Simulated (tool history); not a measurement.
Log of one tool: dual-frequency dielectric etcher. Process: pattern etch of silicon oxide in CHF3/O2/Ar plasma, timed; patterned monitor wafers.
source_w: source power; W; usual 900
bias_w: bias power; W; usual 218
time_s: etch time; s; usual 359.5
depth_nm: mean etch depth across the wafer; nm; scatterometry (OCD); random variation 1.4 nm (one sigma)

run,hour,source_w,bias_w,time_s,wafers since the last listed run,hours since the last wet clean,hours since the last source power generator calibration,hours since the last bias power generator calibration,hours since the last upper electrode change,hours since the gauge calibration,"read-back reference wafer on the same gauge, depth_nm",depth_nm
1,0,780,218,359.5,0,202.9,2883.1,4298.1,3633.2,70.5,1130.8,905.1
2,34.1,780,218,359.5,186,237,2917.2,4332.2,3667.3,104.6,1131.1,905.8
3,124.2,900,218,359.5,492,327.1,3007.3,4422.3,3757.4,194.7,1131.2,955.7
4,156.2,900,218,359.5,174,359.1,3039.3,4454.3,3789.4,226.7,1130.9,952.3
5,184.9,900,218,359.5,156,387.8,3068,4483,3818.1,255.4,1131.2,956.6
# hour 224.5: upper electrode replaced
# hour 228: source power generator calibrated
6,228.5,900,218,359.5,88,431.4,0.5,4526.6,4,299,1131,956.1
7,229,900,218,444.5,2,431.9,1,4527.1,4.5,299.5,1131.5,1181.1
8,243,900,218,444.5,76,445.9,15,4541.1,18.5,313.5,1130.5,1181.4
# hour 256.7: gauge calibrated
9,271.6,970,218,462,156,474.5,43.6,4569.7,47.1,14.9,1131.2,1265.3
# hour 303: bias power generator calibrated
10,307.1,900,218,359.5,172,510,79.1,4.1,82.6,50.4,1130.5,957
# hour 413.4: wet clean of the chamber
11,413.9,780,218,359.5,452,0.5,185.9,110.9,189.4,157.2,1130.8,903.4
12,439.1,960,218,323,137,25.7,211.1,136.1,214.6,182.4,1130.9,874.3
13,466.9,1070,218,294.5,151,53.5,238.9,163.9,242.4,210.2,1130.7,830.5
14,482.4,770,246,439.5,84,69,254.4,179.4,257.9,225.7,1130.6,1166.7
15,515.6,900,200,326.5,181,102.2,287.6,212.6,291.1,258.9,1131.1,829.4
16,539.2,830,166,437.5,128,125.8,311.2,236.2,314.7,282.5,1130.8,985

4 ways to go on from here, each from the tool as it stands after run 16. What would each give?
A,539.7,810,218,359.5,2,126.3,311.7,236.7,315.2,283,?,?
B,539.7,1050,218,283,2,126.3,311.7,236.7,315.2,283,?,?
C,539.7,830,259,270,2,126.3,311.7,236.7,315.2,283,?,?
D,539.7,990,248,332,2,126.3,311.7,236.7,315.2,283,?,?

run,"read-back reference wafer on the same gauge, depth_nm",depth_nm
A,1131.1,916
B,1131.1,792.7
C,1131.1,752.9
D,1131.1,966.6
Without the tool's hidden state the same runs would have given:
run,depth_nm
A,914.1
B,791
C,751.3
D,964.6

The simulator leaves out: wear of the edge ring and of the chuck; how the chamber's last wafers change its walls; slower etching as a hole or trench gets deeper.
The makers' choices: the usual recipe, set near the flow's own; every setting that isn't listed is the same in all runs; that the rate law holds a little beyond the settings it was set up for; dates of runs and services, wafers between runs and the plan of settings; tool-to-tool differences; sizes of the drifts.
